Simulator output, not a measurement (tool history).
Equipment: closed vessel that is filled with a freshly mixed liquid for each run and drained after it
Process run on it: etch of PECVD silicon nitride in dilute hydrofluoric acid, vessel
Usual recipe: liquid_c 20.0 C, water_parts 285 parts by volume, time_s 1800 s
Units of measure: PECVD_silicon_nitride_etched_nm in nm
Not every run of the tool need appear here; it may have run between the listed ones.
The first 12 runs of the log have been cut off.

run	hour	liquid_c	water_parts	time_s	wafers since the last listed run	hours since the thermometer was replaced	hours since the hydrofluoric acid flow meter was replaced	hours since the gauge calibration	read-back film thickness of the PECVD silicon nitride reference wafer, read on the same gauge (nm)	PECVD_silicon_nitride_etched_nm
13	824.1	20.0	285	2505	1954	840.0	256.9	1775.2	109.99	16.93
14	897.2	17.5	285	1800	3073	913.1	330.0	1848.3	110.03	10.31
15	989.8	17.5	285	1800	3892	1005.7	422.6	1940.9	110.02	10.29
16	1062.6	24.0	165	2480	3060	1078.5	495.4	2013.7	110.00	36.49
# hour 1090.9: thermometer replaced
17	1348.8	22.0	285	1470	11989	257.9	781.6	2299.9	109.98	11.49
18	1405.0	17.0	285	2195	2362	314.1	837.8	2356.1	109.93	12.70
19	1456.1	20.0	285	1800	2148	365.2	888.9	2407.2	110.02	12.33
# hour 1470.1: gauge calibrated
20	1506.3	17.0	285	2300	2110	415.4	939.1	36.2	110.02	12.96
21	1572.2	20.0	285	2280	2770	481.3	1005.0	102.1	109.99	15.71
22	1632.9	18.0	340	1800	2551	542.0	1065.7	162.8	110.01	9.19
23	1735.5	25.0	355	775	4313	644.6	1168.3	265.4	109.97	5.86
24	1804.4	20.0	285	1800	2896	713.5	1237.2	334.3	109.98	12.32
25	1840.7	20.0	155	1290	1526	749.8	1273.5	370.6	110.02	15.89
# hour 1960.7: hydrofluoric acid flow meter replaced
26	2150.0	23.5	165	2880	12960	1059.1	189.3	679.9	109.97	40.51
27	2216.2	20.0	285	1800	2783	1125.3	255.5	746.1	110.03	12.06
28	2292.6	20.0	285	1800	3211	1201.7	331.9	822.5	110.05	11.80
# hour 2351.3: thermometer replaced
29	2363.1	20.0	285	1800	2921	11.8	402.4	893.0	109.97	12.43
30	2462.6	17.0	160	1800	4182	111.3	501.9	992.5	110.02	17.80

Alternative continuations, all from the tool just after run 30; predict every row:
A	2463.8	20.0	285	1800	50	112.5	503.1	993.7	?	?
B	2463.8	20.0	210	930	50	112.5	503.1	993.7	?	?
C	2463.8	20.0	200	1800	50	112.5	503.1	993.7	?	?
D	2463.8	20.0	285	795	50	112.5	503.1	993.7	?	?
E	2463.8	17.0	350	780	50	112.5	503.1	993.7	?	?

run	read-back film thickness of the PECVD silicon nitride reference wafer, read on the same gauge (nm)	PECVD_silicon_nitride_etched_nm
A	109.97	12.72
B	109.97	8.84
C	109.97	17.93
D	109.97	5.62
E	109.97	3.74
Without the tool's unlogged condition, the same runs would have read:
run	PECVD_silicon_nitride_etched_nm
A	12.82
B	8.91
C	18.07
D	5.66
E	3.77
